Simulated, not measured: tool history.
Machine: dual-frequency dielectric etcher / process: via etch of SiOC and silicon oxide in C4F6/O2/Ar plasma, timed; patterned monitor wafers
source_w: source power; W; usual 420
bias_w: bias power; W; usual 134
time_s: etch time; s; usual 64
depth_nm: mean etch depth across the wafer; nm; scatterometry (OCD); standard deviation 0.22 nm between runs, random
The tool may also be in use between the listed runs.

run,day,source_w,bias_w,time_s,wafers since the last listed run,hours since the last wet clean,hours since the last source power generator calibration,hours since the last bias power generator calibration,hours since the last upper electrode change,hours since the gauge calibration,"read-back reference wafer on the same gauge, depth_nm",depth_nm
1,0,420,113,64,0,331.7,2838.3,3364.8,1745.3,1932.4,89.3,71.1
2,2.017,420,111,64,621,380.1,2886.7,3413.2,1793.7,1980.8,89.3,70.8
3,3.925,420,111,64,588,425.9,2932.5,3459,1839.5,2026.6,89.3,70.8
# day 5.458: source power generator calibrated
# day 8.221: bias power generator calibrated
4,9.888,420,134,79,1734,569,106.3,40,1982.6,2169.7,89.3,91.3
5,11.375,420,134,79,458,604.7,142,75.7,2018.3,2205.4,89.2,91
6,13.271,420,134,64,584,650.2,187.5,121.2,2063.8,2250.9,89.3,73.9
# day 14.996: wet clean of the chamber
7,16.125,420,134,64,571,27.1,256,189.7,2132.3,2319.4,89.3,74.7
8,17.242,420,134,64,344,53.9,282.8,216.5,2159.1,2346.2,89.3,74.6
9,18.779,420,134,64,473,90.8,319.7,253.4,2196,2383.1,89.4,75.1
# day 18.988: gauge calibrated
10,20.917,480,167,64,658,142.1,371,304.7,2247.3,46.3,89.3,81.8
# day 26.696: upper electrode replaced
11,29.267,420,124,80,2264,342.5,571.4,505.1,61.7,246.7,89.3,91.1
12,30.983,330,134,64,528,383.7,612.6,546.3,102.9,287.9,89.4,69.7
13,33.712,420,159,64,840,449.2,678.1,611.8,168.4,353.4,89.3,77.2
14,38.675,420,109,64,1529,568.3,797.2,730.9,287.5,472.5,89.3,70.2
15,41.479,420,134,64,864,635.6,864.5,798.2,354.8,539.8,89.2,73.6
# day 44.925: wet clean of the chamber
16,44.946,420,134,81,760,0.5,947.7,881.4,438,623,89.2,94.4
17,46.721,480,106,64,546,43.1,990.3,924,480.6,665.6,89.3,73
18,48.475,390,110,53,540,85.2,1032.4,966.1,522.7,707.7,89.4,57.4
19,50.567,360,122,77.5,644,135.4,1082.6,1016.3,572.9,757.9,89.3,84.3
20,51.933,420,134,64,421,168.2,1115.4,1049.1,605.7,790.7,89.3,74.5
21,54.862,470,107,47.5,902,238.5,1185.7,1119.4,676,861,89.3,53.7
22,57.333,420,134,64,761,297.8,1245,1178.7,735.3,920.3,89.2,74.1
23,58.583,520,145,47,385,327.8,1275,1208.7,765.3,950.3,89.3,58.9
24,60.129,520,134,64,476,364.9,1312.1,1245.8,802.4,987.4,89.3,78.4
25,61.296,420,134,49.5,359,392.9,1340.1,1273.8,830.4,1015.4,89.3,57.5
26,63.95,420,134,64,817,456.6,1403.8,1337.5,894.1,1079.1,89.2,74
27,66.021,510,145,50,638,506.3,1453.5,1387.2,943.8,1128.8,89.2,62
28,67.183,420,149,64,358,534.2,1481.4,1415.1,971.7,1156.7,89.4,75.8
29,69.721,420,134,64,781,595.1,1542.3,1476,1032.6,1217.6,89.4,73.8
30,72.067,420,134,81.5,722,651.4,1598.6,1532.3,1088.9,1273.9,89.3,93.9

Describe how what the log doesn't record of the tool's condition differs between the last listed run preceding each entry between runs and the first listed run following it.
Run 3 -> run 4: source power generator calibrated (day 5.458); bias power generator calibrated (day 8.221)
  etch rate over this chamber's usual, %: -0.888 -> -1.19
  measured minus no-state result, depth_nm: -0.7 -> -1.1 nm
Run 6 -> run 7: wet clean of the chamber (day 14.996)
  etch rate over this chamber's usual, %: -1.37 -> -0.0336
  measured minus no-state result, depth_nm: -1.1 -> +0 nm
Run 9 -> run 10: gauge calibrated (day 18.988)
  etch rate over this chamber's usual, %: -0.169 -> -0.279
  measured minus no-state result, depth_nm: -0.2 -> -0.3 nm
Run 10 -> run 11: upper electrode replaced (day 26.696)
  etch rate over this chamber's usual, %: -0.279 -> -0.706
  measured minus no-state result, depth_nm: -0.3 -> -0.6 nm
Run 15 -> run 16: wet clean of the chamber (day 44.925)
  etch rate over this chamber's usual, %: -1.33 -> -0.147
  measured minus no-state result, depth_nm: -1 -> -0.1 nm
